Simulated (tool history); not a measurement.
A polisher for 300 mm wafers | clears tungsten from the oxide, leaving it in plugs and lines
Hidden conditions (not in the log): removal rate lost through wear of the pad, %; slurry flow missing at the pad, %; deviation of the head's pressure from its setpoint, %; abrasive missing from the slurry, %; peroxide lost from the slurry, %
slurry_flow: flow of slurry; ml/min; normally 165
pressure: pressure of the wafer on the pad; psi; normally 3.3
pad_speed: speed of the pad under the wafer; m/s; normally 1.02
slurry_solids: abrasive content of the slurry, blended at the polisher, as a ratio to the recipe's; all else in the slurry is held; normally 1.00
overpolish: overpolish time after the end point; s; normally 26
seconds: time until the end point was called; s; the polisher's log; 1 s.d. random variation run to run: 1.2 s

run   hour  slurry_flow  pressure  pad_speed  slurry_solids  overpolish  wafers since the last listed run  wafers polished on this pad  hours since the slurry nozzle was cleaned  hours since the head pressure was calibrated  hours since the slurry blender was calibrated  hours since the slurry got fresh peroxide  incoming thickness of the incoming film, nm  seconds
  1    0.0          165       3.3       1.02           1.00          26                                 0                          937                                      294.7                                         607.3                                           87.8                                       55.5                                        387.8     81.0
       9.5  -- worn pad replaced by a new one
  2    9.8          165       3.3       1.02           1.00          26                                67                            4                                      304.5                                         617.1                                           97.6                                       65.3                                        378.3     78.6
  3   22.5          165       3.3       1.02           1.00          26                               148                          152                                      317.2                                         629.8                                          110.3                                       78.0                                        383.4     79.2
  4   35.4          165       3.3       1.02           1.00          26                               151                          303                                      330.1                                         642.7                                          123.2                                       90.9                                        378.4     77.0
  5   50.3          165       3.3       1.02           1.00          26                               174                          478                                      345.0                                         657.6                                          138.1                                      105.8                                        375.4     77.4
  6   58.8          165       3.3       1.02           1.00          26                                99                          577                                      353.5                                         666.1                                          146.6                                      114.3                                        379.7     77.5
  7   65.2          165       3.3       1.02           1.00          26                                74                          652                                      359.9                                         672.5                                          153.0                                      120.7                                        384.7     80.8
      80.4  -- worn pad replaced by a new one
  8   80.9          165       3.3       1.02           1.00          26                               137                            5                                      375.6                                         688.2                                          168.7                                      136.4                                        383.9     76.3
      84.4  -- slurry tank refilled with fresh slurry and peroxide
      85.2  -- slurry nozzle cleaned
  9   85.7          165       3.3       1.02           1.00          26                                35                           40                                        0.5                                         693.0                                          173.5                                        1.3                                        386.1     79.0
     101.9  -- slurry blender recalibrated
 10  120.4          165       3.9       1.02           1.15          26                               382                          423                                       35.2                                         727.7                                           18.5                                       36.0                                        375.2     63.2
     136.9  -- head pressure recalibrated
 11  137.4          185       3.3       0.72           1.00          19                               175                          599                                       52.2                                           0.5                                           35.5                                       53.0                                        382.7    101.4
 12  151.1          165       3.3       1.02           1.00          26                               160                          759                                       65.9                                          14.2                                           49.2                                       66.7                                        380.0     84.8
     164.4  -- worn pad replaced by a new one
 13  165.8          165       3.3       0.74           1.25          26                               125                           16                                       80.6                                          28.9                                           63.9                                       81.4                                        387.1     96.6
 14  173.3          165       4.4       1.14           0.85          21                                87                          104                                       88.1                                          36.4                                           71.4                                       88.9                                        379.7     62.2
 15  183.8          165       3.3       1.02           1.00          26                               122                          227                                       98.6                                          46.9                                           81.9                                       99.4                                        380.0     82.7
 16  190.5          105       3.7       1.24           1.00          20                                78                          306                                      105.3                                          53.6                                           88.6                                      106.1                                        373.8     71.2
 17  201.3          165       3.3       1.02           0.90          26                               126                          432                                      116.1                                          64.4                                           99.4                                      116.9                                        375.7     86.4
     219.8  -- slurry tank refilled with fresh slurry and peroxide
 18  220.3          165       3.3       0.68           1.00          26                               210                          643                                      135.1                                          83.4                                          118.4                                        0.5                                        383.1    108.8
     232.2  -- worn pad replaced by a new one
 19  232.7          165       4.4       1.14           0.85          21                                98                            6                                      147.5                                          95.8                                          130.8                                       12.9                                        380.7     63.0
 20  242.2          165       3.3       1.02           1.25          26                               111                          117                                      157.0                                         105.3                                          140.3                                       22.4                                        380.6     81.2
 21  251.6          165       3.3       0.66           1.00          26                               110                          227                                      166.4                                         114.7                                          149.7                                       31.8                                        379.4    106.5
 22  263.4          165       2.2       0.78           1.00          26                               138                          365                                      178.2                                         126.5                                          161.5                                       43.6                                        376.5    140.9
     270.2  -- slurry blender recalibrated
 23  276.7          110       3.3       1.02           1.00          26                               132                          498                                      191.5                                         139.8                                            6.5                                       56.9                                        380.4     90.3
 24  285.9          165       2.9       1.02           0.90          26                               107                          605                                      200.7                                         149.0                                           15.7                                       66.1                                        381.5     97.1
 25  297.7          165       3.3       1.02           0.70          33                               138                          744                                      212.5                                         160.8                                           27.5                                       77.9                                        381.8     91.5
     316.9  -- worn pad replaced by a new one
 26  317.4          110       3.7       1.02           1.10          26                               183                            5                                      232.2                                         180.5                                           47.2                                       97.6                                        381.5     81.3
 27  322.2          165       3.3       1.02           1.00          26                                56                           61                                      237.0                                         185.3                                           52.0                                      102.4                                        383.1     83.9

For some of the steps in seconds from one run to the next: how much would appear even if the tool had no hidden state, given the settings, what came in and random variation, and how much remains for the hidden state plus any gauge scatter that the measured result and the result without hidden state don't share?
Run 9 -> 10: pressure 3.3 -> 3.9, slurry_solids 1.00 -> 1.15, slurry blender recalibrated. seconds -15.8 s: hidden state +1.0, all else -16.8.
Run 10 -> 11: slurry_flow 165 -> 185, pressure 3.9 -> 3.3, pad_speed 1.02 -> 0.72, slurry_solids 1.15 -> 1.00, overpolish 26 -> 19, head pressure recalibrated. seconds +38.2 s: hidden state +6.6, all else +31.6.
Run 18 -> 19: pressure 3.3 -> 4.4, pad_speed 0.68 -> 1.14, slurry_solids 1.00 -> 0.85, overpolish 26 -> 21, worn pad replaced by a new one. seconds -45.8 s: hidden state +0.2, all else -46.0.
Run 22 -> 23: slurry_flow 165 -> 110, pressure 2.2 -> 3.3, pad_speed 0.78 -> 1.02, slurry blender recalibrated. seconds -50.6 s: hidden state +0.3, all else -50.9.
